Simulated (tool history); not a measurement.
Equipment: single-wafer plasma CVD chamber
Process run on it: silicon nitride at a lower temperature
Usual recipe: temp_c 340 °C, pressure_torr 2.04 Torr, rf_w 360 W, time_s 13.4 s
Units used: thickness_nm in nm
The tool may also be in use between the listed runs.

| run | hour | temp_c | pressure_torr | rf_w | time_s | wafers since the last listed run | hours since the last thermocouple change | hours since the last RF generator calibration | hours since the last manometer calibration | hours since the showerhead was replaced | hours since the gauge calibration | read-back reference wafer on the same gauge, thickness_nm | thickness_nm |
|---|---|---|---|---|---|---|---|---|---|---|---|---|---|
| 1 | 0.0 | 340 | 2.04 | 360 | 13.4 | 0 | 0.5 | 1148.1 | 674.8 | 5049.6 | 953.9 | 17.993 | 19.927 |
| 2 | 48.3 | 340 | 2.04 | 360 | 13.4 | 1298 | 48.8 | 1196.4 | 723.1 | 5097.9 | 1002.2 | 18.015 | 19.906 |
| 3 | 89.5 | 340 | 2.04 | 360 | 13.4 | 1107 | 90.0 | 1237.6 | 764.3 | 5139.1 | 1043.4 | 18.011 | 19.927 |
| 4 | 300.7 | 340 | 2.04 | 360 | 13.4 | 5675 | 301.2 | 1448.8 | 975.5 | 5350.3 | 1254.6 | 18.022 | 19.878 |
|  | 342.2 | showerhead replaced |
| 5 | 342.7 | 340 | 2.04 | 360 | 13.4 | 913 | 343.2 | 1490.8 | 1017.5 | 0.5 | 1296.6 | 17.987 | 19.897 |
| 6 | 382.9 | 337 | 2.04 | 360 | 13.4 | 1080 | 383.4 | 1531.0 | 1057.7 | 40.7 | 1336.8 | 18.006 | 19.663 |
| 7 | 452.6 | 344 | 2.04 | 410 | 13.4 | 1873 | 453.1 | 1600.7 | 1127.4 | 110.4 | 1406.5 | 18.010 | 21.022 |
| 8 | 520.3 | 333 | 2.04 | 360 | 13.4 | 1819 | 520.8 | 1668.4 | 1195.1 | 178.1 | 1474.2 | 17.999 | 19.838 |
| 9 | 585.0 | 333 | 2.04 | 360 | 13.4 | 1738 | 585.5 | 1733.1 | 1259.8 | 242.8 | 1538.9 | 17.980 | 19.982 |
| 10 | 644.5 | 340 | 2.04 | 360 | 13.4 | 1599 | 645.0 | 1792.6 | 1319.3 | 302.3 | 1598.4 | 18.014 | 19.836 |
| 11 | 715.4 | 340 | 2.04 | 360 | 13.4 | 1905 | 715.9 | 1863.5 | 1390.2 | 373.2 | 1669.3 | 18.011 | 19.721 |
|  | 767.2 | capacitance manometer re-zeroed and calibrated |
|  | 768.1 | RF generator calibrated |
| 12 | 768.6 | 352 | 2.53 | 360 | 13.4 | 1191 | 769.1 | 0.5 | 1.4 | 426.4 | 1722.5 | 17.986 | 21.222 |
| 13 | 813.6 | 340 | 2.39 | 360 | 11.2 | 1209 | 814.1 | 45.5 | 46.4 | 471.4 | 1767.5 | 17.980 | 17.545 |
|  | 824.7 | thermocouple changed; heater temperature recalibrated |
| 14 | 840.0 | 340 | 1.55 | 290 | 14.3 | 494 | 15.3 | 71.9 | 72.8 | 497.8 | 1793.9 | 18.003 | 18.692 |
| 15 | 876.3 | 340 | 2.54 | 360 | 15.5 | 975 | 51.6 | 108.2 | 109.1 | 534.1 | 1830.2 | 18.011 | 24.563 |
| 16 | 925.9 | 340 | 2.04 | 360 | 12.0 | 1332 | 101.2 | 157.8 | 158.7 | 583.7 | 1879.8 | 18.010 | 18.079 |
| 17 | 955.7 | 330 | 2.31 | 360 | 13.4 | 800 | 131.0 | 187.6 | 188.5 | 613.5 | 1909.6 | 17.991 | 20.815 |
| 18 | 1004.6 | 351 | 2.04 | 360 | 13.4 | 1314 | 179.9 | 236.5 | 237.4 | 662.4 | 1958.5 | 18.002 | 20.157 |
|  | 1053.1 | gauge calibrated |
| 19 | 1056.2 | 340 | 2.04 | 360 | 13.4 | 1386 | 231.5 | 288.1 | 289.0 | 714.0 | 3.1 | 17.990 | 20.214 |
| 20 | 1097.1 | 351 | 2.04 | 325 | 15.2 | 1099 | 272.4 | 329.0 | 329.9 | 754.9 | 44.0 | 18.014 | 21.627 |
| 21 | 1156.4 | 340 | 2.04 | 360 | 13.4 | 1593 | 331.7 | 388.3 | 389.2 | 814.2 | 103.3 | 17.978 | 20.159 |
| 22 | 1200.1 | 333 | 2.04 | 360 | 13.4 | 1174 | 375.4 | 432.0 | 432.9 | 857.9 | 147.0 | 17.995 | 19.988 |
| 23 | 1228.7 | 333 | 2.04 | 360 | 13.4 | 768 | 404.0 | 460.6 | 461.5 | 886.5 | 175.6 | 17.979 | 20.181 |
| 24 | 1358.4 | 340 | 2.04 | 320 | 13.4 | 3485 | 533.7 | 590.3 | 591.2 | 1016.2 | 305.3 | 18.006 | 18.834 |
| 25 | 1388.7 | 340 | 2.29 | 330 | 13.4 | 814 | 564.0 | 620.6 | 621.5 | 1046.5 | 335.6 | 17.996 | 19.520 |
| 26 | 1425.1 | 335 | 1.86 | 300 | 11.5 | 978 | 600.4 | 657.0 | 657.9 | 1082.9 | 372.0 | 17.996 | 15.473 |
| 27 | 1453.1 | 332 | 2.04 | 360 | 13.4 | 752 | 628.4 | 685.0 | 685.9 | 1110.9 | 400.0 | 18.036 | 19.969 |
| 28 | 1509.0 | 340 | 2.04 | 360 | 13.4 | 1502 | 684.3 | 740.9 | 741.8 | 1166.8 | 455.9 | 17.978 | 19.812 |

4 options for the next run, each taken on its own from the tool as it stands now. Forecast them:
| A | 1509.4 | 340 | 2.04 | 360 | 13.4 | 10 | 684.7 | 741.3 | 742.2 | 1167.2 | 456.3 | ? | ? |
| B | 1509.4 | 340 | 2.04 | 305 | 13.4 | 10 | 684.7 | 741.3 | 742.2 | 1167.2 | 456.3 | ? | ? |
| C | 1509.4 | 329 | 1.86 | 360 | 11.7 | 10 | 684.7 | 741.3 | 742.2 | 1167.2 | 456.3 | ? | ? |
| D | 1509.4 | 325 | 1.65 | 300 | 11.9 | 10 | 684.7 | 741.3 | 742.2 | 1167.2 | 456.3 | ? | ? |

| run | read-back reference wafer on the same gauge, thickness_nm | thickness_nm |
|---|---|---|
| A | 18.005 | 19.830 |
| B | 18.005 | 18.321 |
| C | 18.005 | 17.105 |
| D | 18.005 | 15.636 |
Take away the tool's hidden state, keep each run's random variation, and the runs would have read:
| run | thickness_nm |
|---|---|
| A | 20.549 |
| B | 19.012 |
| C | 17.724 |
| D | 16.228 |
